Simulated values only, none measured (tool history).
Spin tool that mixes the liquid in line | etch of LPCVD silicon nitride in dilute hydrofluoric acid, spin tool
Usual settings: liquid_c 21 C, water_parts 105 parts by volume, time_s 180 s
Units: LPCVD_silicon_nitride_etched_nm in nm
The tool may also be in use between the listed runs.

| run | hour | liquid_c | water_parts | time_s | read-back film thickness of the LPCVD silicon nitride reference wafer, read on the same gauge (nm) | LPCVD_silicon_nitride_etched_nm |
|---|---|---|---|---|---|---|
| 1 | 0 | 21 | 70 | 135 | 90.005 | 0.673 |
| 2 | 14.9 | 21 | 70 | 135 | 89.994 | 0.699 |
| 3 | 49.1 | 21 | 70 | 135 | 89.973 | 0.662 |
| 4 | 66.2 | 21 | 145 | 180 | 90.016 | 0.435 |
| 5 | 91 | 21 | 145 | 180 | 89.985 | 0.436 |
| 6 | 110.4 | 21 | 105 | 180 | 89.966 | 0.57 |
| 7 | 137.7 | 21 | 125 | 180 | 90.033 | 0.479 |
| 8 | 158.1 | 21 | 125 | 180 | 89.977 | 0.485 |
| 9 | 262.6 | 21 | 105 | 180 | 89.991 | 0.594 |
| 10 | 295.3 | 21 | 105 | 180 | 89.99 | 0.608 |

Forecast run 11:
|  | 319.8 | gauge calibrated |
| 11 | 328.4 | 19 | 80 | 180 | ? | ? |

read-back film thickness of the LPCVD silicon nitride reference wafer, read on the same gauge (nm): 89.984
LPCVD_silicon_nitride_etched_nm: 0.679 nm
Without the tool's hidden state the same run would have given LPCVD_silicon_nitride_etched_nm 0.679 nm.

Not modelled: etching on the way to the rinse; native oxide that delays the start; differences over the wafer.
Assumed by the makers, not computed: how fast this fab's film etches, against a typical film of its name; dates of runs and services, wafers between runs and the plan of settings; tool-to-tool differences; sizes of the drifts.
